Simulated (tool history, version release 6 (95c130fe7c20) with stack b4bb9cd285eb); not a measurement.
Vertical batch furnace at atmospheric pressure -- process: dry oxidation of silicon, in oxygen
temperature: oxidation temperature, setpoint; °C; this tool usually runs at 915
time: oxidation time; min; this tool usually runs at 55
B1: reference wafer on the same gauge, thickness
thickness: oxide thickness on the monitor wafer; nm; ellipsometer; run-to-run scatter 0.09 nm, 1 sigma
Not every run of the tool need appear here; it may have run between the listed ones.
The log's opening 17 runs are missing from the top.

run 18 hour=200.3 | temperature=915 time=71 | B1=58.63 | thickness=64.91
run 19 hour=207.2 | temperature=915 time=49 | B1=58.64 | thickness=58.03
run 20 hour=216.8 | temperature=899 time=55 | B1=58.61 | thickness=56.41
run 21 hour=223.4 | temperature=921 time=43.5 | B1=58.58 | thickness=57.63
-- hour=252.1 thermocouples replaced and temperature profile calibrated
run 22 hour=252.6 | temperature=907 time=30 | B1=58.56 | thickness=51.01
run 23 hour=256.5 | temperature=915 time=55 | B1=58.56 | thickness=59.94
run 24 hour=269.1 | temperature=915 time=55 | B1=58.54 | thickness=59.9
run 25 hour=317.2 | temperature=915 time=66 | B1=58.45 | thickness=63.29
-- hour=346.4 boat lift adjusted
run 26 hour=346.9 | temperature=915 time=55 | B1=58.46 | thickness=59.9
run 27 hour=350.8 | temperature=892 time=63 | B1=58.44 | thickness=56.79
run 28 hour=354.7 | temperature=893 time=28 | B1=58.42 | thickness=48.65
run 29 hour=363.8 | temperature=895 time=77 | B1=58.39 | thickness=60.65
run 30 hour=373.3 | temperature=936 time=70.5 | B1=58.43 | thickness=70.96
run 31 hour=380.7 | temperature=915 time=55 | B1=58.39 | thickness=59.94
run 32 hour=387.1 | temperature=928 time=55 | B1=58.41 | thickness=63.06
run 33 hour=401.1 | temperature=893 time=33 | B1=58.38 | thickness=49.73
run 34 hour=418.3 | temperature=925 time=46.5 | B1=58.35 | thickness=59.08
run 35 hour=433 | temperature=915 time=62.5 | B1=58.34 | thickness=62.12
run 36 hour=442.7 | temperature=915 time=69.5 | B1=58.33 | thickness=64.4
run 37 hour=458 | temperature=938 time=47.5 | B1=58.3 | thickness=62.48
run 38 hour=466.3 | temperature=934 time=77.5 | B1=58.29 | thickness=72.74

Below are 3 alternative next runs, each starting from the tool's condition after run 38. Predict each:
run A hour=470.3 | temperature=915 time=55 | B1=? | thickness=?
run B hour=470.3 | temperature=903 time=42.5 | B1=? | thickness=?
run C hour=470.3 | temperature=904 time=78.5 | B1=? | thickness=?

run=A B1=58.3 thickness=59.73
run=B B1=58.3 thickness=53.62
run=C B1=58.3 thickness=63.35
Without the tool's unlogged condition, the same runs would have read:
run=A thickness=60.15
run=B thickness=54
run=C thickness=63.8
